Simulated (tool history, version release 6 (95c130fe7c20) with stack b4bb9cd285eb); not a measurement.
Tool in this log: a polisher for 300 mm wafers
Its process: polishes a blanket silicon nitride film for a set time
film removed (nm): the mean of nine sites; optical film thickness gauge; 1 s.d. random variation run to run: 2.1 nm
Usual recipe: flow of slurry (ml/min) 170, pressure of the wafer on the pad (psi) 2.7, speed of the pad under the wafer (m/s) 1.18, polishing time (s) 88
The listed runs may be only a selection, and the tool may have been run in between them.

run,hour,flow of slurry (ml/min),pressure of the wafer on the pad (psi),speed of the pad under the wafer (m/s),polishing time (s),wafers since the last listed run,wafers polished on this pad,hours since the slurry nozzle was cleaned,hours since the head pressure was calibrated,"incoming thickness of the incoming film, nm",film removed (nm)
1,0,140,2.7,1.28,88,0,1847,699,535.6,794.4,156.3
# hour 39.8: head pressure recalibrated
2,58.7,185,2.7,1.18,88,659,2507,757.7,18.9,792.6,148.7
# hour 110.6: slurry nozzle cleaned
3,122.9,170,3.4,1.18,88,735,3242,12.3,83.1,798.6,172.9
4,189.4,170,3.4,1.18,88,773,4015,78.8,149.6,811.3,160.4
# hour 208.7: worn pad replaced by a new one
5,262.1,170,3.4,1.18,88,799,621,151.5,222.3,798,183.7
6,287.7,170,2.7,1.18,88,297,918,177.1,247.9,794.9,153.8
7,332.2,170,2.7,1.18,88,517,1436,221.6,292.4,800.9,151.8
8,367.2,170,2.7,1.18,88,407,1843,256.6,327.4,818.9,152.3
9,418,170,2.7,1.18,88,590,2434,307.4,378.2,802.8,152.2
10,464.2,170,2.7,1.18,88,537,2972,353.6,424.4,815.7,146
11,495.9,170,2.7,1.18,88,368,3340,385.3,456.1,795.8,143.2
12,567.2,170,2.7,1.18,88,829,4170,456.6,527.4,802.8,134.8
# hour 581.7: worn pad replaced by a new one
# hour 624.6: head pressure recalibrated
13,630.5,170,2.7,1.18,88,666,544,519.9,5.9,812,151.9
14,683.1,170,2.7,1.18,88,611,1156,572.5,58.5,821.3,155.1
15,709.5,170,3.2,1.18,88,307,1463,598.9,84.9,826.5,174.6
16,740.5,170,3.2,1.18,88,360,1824,629.9,115.9,826.5,172.1
17,764.8,170,2.7,0.96,88,282,2107,654.2,140.2,819.7,136.8
18,832.1,170,3.2,1.18,88,782,2889,721.5,207.5,809.8,166.2
19,903,170,2.7,1.18,77,824,3714,792.4,278.4,818,120.8
# hour 913.6: worn pad replaced by a new one
20,973.2,170,2.2,1.34,88,770,693,862.6,348.6,812.9,140.6
21,1021.5,170,2.7,1.18,88,561,1255,910.9,396.9,799.4,155.6
# hour 1055: slurry nozzle cleaned
22,1056.7,145,2,1.18,88,397,1653,1.7,432.1,798.9,116.9
23,1127,145,3.4,1.18,58,817,2471,72,502.4,823.3,112.3
# hour 1254.3: head pressure recalibrated
# hour 1272.8: worn pad replaced by a new one
24,1285,115,2.7,1.18,88,1768,142,230,30.7,799.3,144.6
25,1311.6,140,3.5,1.52,80,309,451,256.6,57.3,810.5,191.9
26,1380.7,170,2.7,1.18,88,803,1255,325.7,126.4,820.7,152.7
27,1423.1,170,3.4,1.02,88,493,1748,368.1,168.8,816.1,167.4
28,1472.2,145,3,1.46,101,571,2320,417.2,217.9,820.6,207.2
29,1509.2,170,2.3,1.18,60,430,2750,454.2,254.9,818.8,86.8
30,1561.7,225,2,1.48,62,610,3361,506.7,307.4,810.5,95.7
31,1596.4,170,3.6,1.48,88,403,3764,541.4,342.1,805.2,200.9
# hour 1633.9: worn pad replaced by a new one
32,1668.4,170,2.7,1.18,88,791,401,613.4,414.1,819.1,159.2
33,1737.3,170,2.7,1.18,64,801,1203,682.3,483,805.6,111

Consider 3 possible next runs. They are alternatives, not a sequence: every one starts from the tool as it was left by run 33. What does each give?
A,1737.7,170,2.7,1.18,88,4,1208,682.7,483.4,822.3,?
B,1737.7,170,2.7,1.32,111,4,1208,682.7,483.4,822.3,?
C,1737.7,135,2.7,1.42,88,4,1208,682.7,483.4,822.3,?

run,film removed (nm)
A,152.1
B,204.8
C,163.4
The same runs, with their run-to-run variation unchanged, on a tool lacking any hidden condition would have given:
run,film removed (nm)
A,154.6
B,208.2
C,166.1
